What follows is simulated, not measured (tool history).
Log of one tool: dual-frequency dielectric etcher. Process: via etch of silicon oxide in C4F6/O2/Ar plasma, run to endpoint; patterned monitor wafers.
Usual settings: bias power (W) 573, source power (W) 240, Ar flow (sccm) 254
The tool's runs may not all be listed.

run    hour  bias power (W)  source power (W)  Ar flow (sccm)  incoming incoming film thickness, nm  endpoint time (s)
  1     0.0             573               240             254                                 123.5               26.6
  2   107.3             573               240             254                                 126.0               26.9
      142.0  -- wet clean of the chamber
  3   169.3             573               240             254                                 125.3               28.5
  4   211.2             573               240             254                                 124.6               28.3
  5   275.5             573               240             254                                 124.5               28.0
  6   377.7             573               240             254                                 123.5               27.5
  7   417.0             573               240             254                                 124.3               27.6
      504.1  -- bias power generator calibrated
  8   690.4             573               240             254                                 125.9               27.5
      719.5  -- wet clean of the chamber
  9   770.4             573               240             254                                 124.3               27.8
 10   847.9             446               190             226                                 122.9               32.3
 11   892.1             573               240             254                                 124.8               27.5
 12   946.7             573               240             254                                 123.2               27.2
 13  1000.3             573               290             254                                 124.3               25.1
 14  1073.4             646               260             298                                 124.5               26.2
     1127.5  -- Ar flow controller replaced
 15  1171.8             573               200             193                                 124.9               28.2
     1202.4  -- upper electrode replaced
 16  1259.1             701               240             254                                 123.7               25.1
     1273.4  -- source power generator calibrated
 17  1298.0             675               200             288                                 125.1               29.5
     1338.6  -- wet clean of the chamber
 18  1339.1             573               240             254                                 124.2               28.6
 19  1443.4             573               240             254                                 124.7               28.3
 20  1534.8             531               220             312                                 125.1               31.0
 21  1617.7             573               240             254                                 123.8               27.8
 22  1703.2             670               240             254                                 124.1               26.4
 23  1764.1             634               190             221                                 123.2               29.0
 24  1852.2             682               240             292                                 126.9               27.3
     1922.0  -- wet clean of the chamber
 25  1937.3             437               240             298                                 125.0               31.3
 26  1988.0             573               200             310                                 124.8               32.4
 27  2094.0             573               200             299                                 125.0               31.8
 28  2141.6             573               220             254                                 124.7               29.2

Forecast each of these 5 alternatives for the next run:
  A  2142.0             573               240             254                                 125.2                  ?
  B  2142.0             573               240             205                                 125.2                  ?
  C  2142.0             518               270             254                                 125.2                  ?
  D  2142.0             511               240             194                                 125.2                  ?
  E  2142.0             655               240             283                                 125.2                  ?

run  endpoint time (s)
  A               28.1
  B               27.0
  C               27.2
  D               27.4
  E               27.6
Without the tool's hidden state the same runs would have given:
run  endpoint time (s)
  A               28.9
  B               27.7
  C               27.9
  D               28.1
  E               28.4
